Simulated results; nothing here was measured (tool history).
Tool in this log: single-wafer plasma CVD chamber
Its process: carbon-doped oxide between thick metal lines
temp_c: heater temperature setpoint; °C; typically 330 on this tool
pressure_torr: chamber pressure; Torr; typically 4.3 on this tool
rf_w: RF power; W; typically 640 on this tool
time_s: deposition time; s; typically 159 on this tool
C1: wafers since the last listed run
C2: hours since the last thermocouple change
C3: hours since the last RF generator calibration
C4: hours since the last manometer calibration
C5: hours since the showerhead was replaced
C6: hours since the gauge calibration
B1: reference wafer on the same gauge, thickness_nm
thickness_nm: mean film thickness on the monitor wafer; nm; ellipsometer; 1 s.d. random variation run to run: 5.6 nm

Run 1, hour 0: usual settings; C1 0; C2 463.6; C3 1104.9; C4 861.1; C5 2786.1; C6 180; B1 810.564. Result: thickness_nm 1000.21 nm.
Run 2, hour 28.3: usual settings; C1 411; C2 491.9; C3 1133.2; C4 889.4; C5 2814.4; C6 208.3; B1 809.895. Result: thickness_nm 1008.33 nm.
Run 3, hour 93.3: usual settings; C1 945; C2 556.9; C3 1198.2; C4 954.4; C5 2879.4; C6 273.3; B1 809.797. Result: thickness_nm 998.656 nm.
Run 4, hour 153.4: usual settings but pressure_torr 4.05 Torr, rf_w 570 W; C1 874; C2 617; C3 1258.3; C4 1014.5; C5 2939.5; C6 333.4; B1 810.894. Result: thickness_nm 938.049 nm.
Run 5, hour 181.1: usual settings; C1 402; C2 644.7; C3 1286; C4 1042.2; C5 2967.2; C6 361.1; B1 810.034. Result: thickness_nm 1008.434 nm.
Run 6, hour 210.6: usual settings; C1 429; C2 674.2; C3 1315.5; C4 1071.7; C5 2996.7; C6 390.6; B1 810.416. Result: thickness_nm 998.432 nm.
Run 7, hour 245.9: usual settings; C1 513; C2 709.5; C3 1350.8; C4 1107; C5 3032; C6 425.9; B1 809.727. Result: thickness_nm 1006.015 nm.
Run 8, hour 280.5: usual settings; C1 503; C2 744.1; C3 1385.4; C4 1141.6; C5 3066.6; C6 460.5; B1 810.163. Result: thickness_nm 1003.327 nm.
Run 9, hour 345.1: usual settings; C1 939; C2 808.7; C3 1450; C4 1206.2; C5 3131.2; C6 525.1; B1 810.562. Result: thickness_nm 1005.637 nm.
Run 10, hour 382.9: usual settings but pressure_torr 3.82 Torr, rf_w 550 W; C1 549; C2 846.5; C3 1487.8; C4 1244; C5 3169; C6 562.9; B1 810.031. Result: thickness_nm 899.202 nm.
Run 11, hour 433.4: usual settings; C1 734; C2 897; C3 1538.3; C4 1294.5; C5 3219.5; C6 613.4; B1 808.474. Result: thickness_nm 1005.385 nm.
Run 12, hour 469.1: usual settings; C1 519; C2 932.7; C3 1574; C4 1330.2; C5 3255.2; C6 649.1; B1 810.465. Result: thickness_nm 1003.657 nm.
At hour 495.3: thermocouple changed; heater temperature recalibrated.
Run 13, hour 515.7: usual settings; C1 561; C2 20.4; C3 1620.6; C4 1376.8; C5 3301.8; C6 695.7; B1 809.49. Result: thickness_nm 1010.092 nm.
At hour 559.3: capacitance manometer re-zeroed and calibrated.
Run 14, hour 582.3: usual settings but rf_w 765 W; C1 852; C2 87; C3 1687.2; C4 23; C5 3368.4; C6 762.3; B1 809.347. Result: thickness_nm 1108.954 nm.
Run 15, hour 729: usual settings but pressure_torr 5.31 Torr; C1 2133; C2 233.7; C3 1833.9; C4 169.7; C5 3515.1; C6 909; B1 809.668. Result: thickness_nm 1040.293 nm.
At hour 756: RF generator calibrated.
Run 16, hour 799.2: usual settings but pressure_torr 3.55 Torr, rf_w 530 W, time_s 176 s; C1 904; C2 303.9; C3 43.2; C4 239.9; C5 3585.3; C6 979.2; B1 809.634. Result: thickness_nm 958.167 nm.
Run 17, hour 862.6: usual settings but temp_c 339 °C; C1 922; C2 367.3; C3 106.6; C4 303.3; C5 3648.7; C6 1042.6; B1 810.314. Result: thickness_nm 978.002 nm.
Run 18, hour 900.6: usual settings; C1 552; C2 405.3; C3 144.6; C4 341.3; C5 3686.7; C6 1080.6; B1 810.456. Result: thickness_nm 1001.128 nm.
At hour 944.2: showerhead replaced.
Run 19, hour 950.7: usual settings but temp_c 317 °C, pressure_torr 5.01 Torr, rf_w 690 W, time_s 148 s; C1 612; C2 455.4; C3 194.7; C4 391.4; C5 6.5; C6 1130.7; B1 808.82. Result: thickness_nm 1060.674 nm.
At hour 977.7: gauge calibrated.
Run 20, hour 1010.9: usual settings but rf_w 715 W, time_s 145 s; C1 875; C2 515.6; C3 254.9; C4 451.6; C5 66.7; C6 33.2; B1 809.222. Result: thickness_nm 975.271 nm.
Run 21, hour 1043.7: usual settings but temp_c 335 °C, time_s 140 s; C1 477; C2 548.4; C3 287.7; C4 484.4; C5 99.5; C6 66; B1 810.29. Result: thickness_nm 870.013 nm.
Run 22, hour 1076.3: usual settings but temp_c 341 °C, rf_w 740 W; C1 474; C2 581; C3 320.3; C4 517; C5 132.1; C6 98.6; B1 810.08. Result: thickness_nm 1050.305 nm.
Run 23, hour 1114.6: usual settings; C1 556; C2 619.3; C3 358.6; C4 555.3; C5 170.4; C6 136.9; B1 810.128. Result: thickness_nm 1003.55 nm.
Run 24, hour 1166.9: usual settings but temp_c 325 °C, pressure_torr 3.24 Torr, time_s 189 s; C1 760; C2 671.6; C3 410.9; C4 607.6; C5 222.7; C6 189.2; B1 810.166. Result: thickness_nm 1148.42 nm.
Run 25, hour 1201.8: usual settings; C1 507; C2 706.5; C3 445.8; C4 642.5; C5 257.6; C6 224.1; B1 809.861. Result: thickness_nm 1001.464 nm.
Run 26, hour 1252: usual settings but temp_c 317 °C, pressure_torr 3.33 Torr, rf_w 760 W, time_s 178 s; C1 730; C2 756.7; C3 496; C4 692.7; C5 307.8; C6 274.3; B1 809.026. Result: thickness_nm 1229.176 nm.
Run 27, hour 1297.2: usual settings; C1 657; C2 801.9; C3 541.2; C4 737.9; C5 353; C6 319.5; B1 810.146. Result: thickness_nm 998.889 nm.

Describe how what the log doesn't record of the tool's condition differs between the last listed run preceding each entry between runs and the first listed run following it.
Between runs 12 and 13: thermocouple changed; heater temperature recalibrated (hour 495.3)
  the hidden state is the same at both runs
Between runs 13 and 14: capacitance manometer re-zeroed and calibrated (hour 559.3)
  the hidden state is the same at both runs
Between runs 15 and 16: RF generator calibrated (hour 756)
  the hidden state is the same at both runs
Between runs 18 and 19: showerhead replaced (hour 944.2)
  the hidden state is the same at both runs
Between runs 19 and 20: gauge calibrated (hour 977.7)
  the hidden state is the same at both runs

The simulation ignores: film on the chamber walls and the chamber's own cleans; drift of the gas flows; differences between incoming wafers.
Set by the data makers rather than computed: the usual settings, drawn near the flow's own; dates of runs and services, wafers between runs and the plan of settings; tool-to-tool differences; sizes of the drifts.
